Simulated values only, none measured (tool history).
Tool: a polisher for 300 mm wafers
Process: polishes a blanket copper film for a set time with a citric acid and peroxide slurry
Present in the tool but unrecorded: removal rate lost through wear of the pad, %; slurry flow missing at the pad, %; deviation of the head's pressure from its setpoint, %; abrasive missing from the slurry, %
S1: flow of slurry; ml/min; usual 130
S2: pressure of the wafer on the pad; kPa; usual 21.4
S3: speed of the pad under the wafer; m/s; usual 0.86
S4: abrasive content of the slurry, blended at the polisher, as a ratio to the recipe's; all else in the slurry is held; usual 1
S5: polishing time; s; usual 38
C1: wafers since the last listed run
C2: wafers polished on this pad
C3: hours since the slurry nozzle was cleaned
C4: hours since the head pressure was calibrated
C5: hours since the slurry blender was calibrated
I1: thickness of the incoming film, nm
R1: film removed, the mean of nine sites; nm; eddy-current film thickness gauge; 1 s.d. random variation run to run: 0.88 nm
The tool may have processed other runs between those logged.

Run 1, hour 0: usual settings; C1 0; C2 3044; C3 463; C4 84.6; C5 185.5; I1 1186.8. Result: R1 60.1 nm.
At hour 24.6: slurry nozzle cleaned.
Run 2, hour 36: usual settings; C1 546; C2 3591; C3 11.4; C4 120.6; C5 221.5; I1 1187.2. Result: R1 59.4 nm.
Run 3, hour 54.8: usual settings; C1 293; C2 3884; C3 30.2; C4 139.4; C5 240.3; I1 1206.9. Result: R1 60.6 nm.
At hour 81.9: worn pad replaced by a new one.
Run 4, hour 155: usual settings; C1 1501; C2 1140; C3 130.4; C4 239.6; C5 340.5; I1 1187.6. Result: R1 64.1 nm.
At hour 161.8: slurry blender recalibrated.
Run 5, hour 182.2: usual settings; C1 393; C2 1533; C3 157.6; C4 266.8; C5 20.4; I1 1177.9. Result: R1 63.9 nm.
Run 6, hour 198.7: usual settings but S3 1.02 m/s; C1 257; C2 1791; C3 174.1; C4 283.3; C5 36.9; I1 1186.7. Result: R1 74.7 nm.
Run 7, hour 301.7: usual settings but S5 43 s; C1 1607; C2 3399; C3 277.1; C4 386.3; C5 139.9; I1 1190.3. Result: R1 69.5 nm.
Run 8, hour 332: usual settings; C1 473; C2 3872; C3 307.4; C4 416.6; C5 170.2; I1 1211.1. Result: R1 61.2 nm.
Run 9, hour 350.2: usual settings but S4 0.85; C1 284; C2 4156; C3 325.6; C4 434.8; C5 188.4; I1 1192.5. Result: R1 57.7 nm.
At hour 398.5: worn pad replaced by a new one.
Run 10, hour 425.2: usual settings but S2 16.5 kPa, S5 29 s; C1 1108; C2 416; C3 400.6; C4 509.8; C5 263.4; I1 1207.6. Result: R1 41.6 nm.
Run 11, hour 445.1: usual settings; C1 310; C2 727; C3 420.5; C4 529.7; C5 283.3; I1 1198.1. Result: R1 64.5 nm.
Run 12, hour 461.4: usual settings; C1 254; C2 982; C3 436.8; C4 546; C5 299.6; I1 1200.4. Result: R1 63.5 nm.
At hour 469.1: slurry blender recalibrated.
Run 13, hour 493.4: usual settings but S1 110 ml/min, S2 17.2 kPa, S3 1.02 m/s, S4 1.15; C1 468; C2 1450; C3 468.8; C4 578; C5 24.3; I1 1194.1. Result: R1 65.2 nm.
At hour 514.4: slurry nozzle cleaned.
Run 14, hour 523.6: usual settings but S1 160 ml/min, S2 14.5 kPa, S4 0.75, S5 48 s; C1 455; C2 1906; C3 9.2; C4 608.2; C5 54.5; I1 1179. Result: R1 62.8 nm.
At hour 525.8: head pressure recalibrated.
Run 15, hour 549.2: usual settings; C1 368; C2 2274; C3 34.8; C4 23.4; C5 80.1; I1 1183.8. Result: R1 62.2 nm.
Run 16, hour 574.1: usual settings but S2 17.9 kPa, S4 0.75, S5 33 s; C1 388; C2 2663; C3 59.7; C4 48.3; C5 105; I1 1182.7. Result: R1 45.1 nm.
Run 17, hour 591.8: usual settings; C1 276; C2 2939; C3 77.4; C4 66; C5 122.7; I1 1211.6. Result: R1 61.6 nm.
Run 18, hour 609.6: usual settings but S1 165 ml/min, S3 0.94 m/s, S4 0.9, S5 45 s; C1 277; C2 3217; C3 95.2; C4 83.8; C5 140.5; I1 1190.2. Result: R1 79.8 nm.
At hour 696.4: worn pad replaced by a new one.
Run 19, hour 713: usual settings but S4 1.25; C1 1551; C2 259; C3 198.6; C4 187.2; C5 243.9; I1 1190.2. Result: R1 67.5 nm.
At hour 735: slurry blender recalibrated.
Run 20, hour 746.2: usual settings; C1 487; C2 746; C3 231.8; C4 220.4; C5 11.2; I1 1193.9. Result: R1 64.8 nm.
Run 21, hour 776.6: usual settings; C1 474; C2 1220; C3 262.2; C4 250.8; C5 41.6; I1 1185.9. Result: R1 63.1 nm.
Run 22, hour 808.5: usual settings but S3 1.12 m/s, S5 45 s; C1 498; C2 1718; C3 294.1; C4 282.7; C5 73.5; I1 1184.8. Result: R1 94.5 nm.
Run 23, hour 822.5: usual settings but S2 24.1 kPa, S3 0.62 m/s, S4 0.7; C1 218; C2 1937; C3 308.1; C4 296.7; C5 87.5; I1 1184.7. Result: R1 47.6 nm.
Run 24, hour 848.8: usual settings but S2 24.8 kPa, S3 0.6 m/s, S4 1.1, S5 30 s; C1 410; C2 2348; C3 334.4; C4 323; C5 113.8; I1 1197.9. Result: R1 41.6 nm.
Run 25, hour 883.4: usual settings but S1 165 ml/min, S2 28.3 kPa, S3 0.74 m/s, S4 0.85; C1 540; C2 2888; C3 369; C4 357.6; C5 148.4; I1 1184.8. Result: R1 67.3 nm.
Run 26, hour 911.6: usual settings but S2 15.9 kPa; C1 440; C2 3328; C3 397.2; C4 385.8; C5 176.6; I1 1186.6. Result: R1 51.4 nm.
Run 27, hour 941.1: usual settings but S4 1.15, S5 31 s; C1 460; C2 3789; C3 426.7; C4 415.3; C5 206.1; I1 1189.3. Result: R1 50.2 nm.
Run 28, hour 968.4: usual settings but S2 18.6 kPa, S5 31 s; C1 426; C2 4215; C3 454; C4 442.6; C5 233.4; I1 1195.8. Result: R1 44.1 nm.
Run 29, hour 1003: usual settings; C1 540; C2 4755; C3 488.6; C4 477.2; C5 268; I1 1185.3. Result: R1 57.6 nm.
Run 30, hour 1036: usual settings but S2 26.9 kPa, S4 0.85; C1 515; C2 5270; C3 521.6; C4 510.2; C5 301; I1 1194.7. Result: R1 62.9 nm.
At hour 1038.1: slurry nozzle cleaned.
At hour 1045.8: worn pad replaced by a new one.
At hour 1058.9: slurry blender recalibrated.
Run 31, hour 1068.9: usual settings; C1 404; C2 330; C3 30.8; C4 543.1; C5 10; I1 1192.8. Result: R1 62.3 nm.

Table of differences, measured result less the result of that run with no hidden state. Run-to-run variation is the same in both. Gauge scatter possibly is not:
run    R1
  1  -3.3
  2  -4.2
  3    -5
  4  -0.4
  5  -0.7
  6    -1
  7  -3.4
  8  -3.8
  9  -4.2
 10  -0.4
 11  -0.7
 12  -0.8
 13  -1.2
 14  -1.6
 15  -1.9
 16  -1.8
 17  -2.8
 18  -4.2
 19  -0.2
 20  -0.3
 21  -0.5
 22  -1.3
 23  -0.8
 24    -1
 25  -2.4
 26  -2.5
 27    -3
 28  -3.4
 29  -5.7
 30  -7.7
 31  -0.3
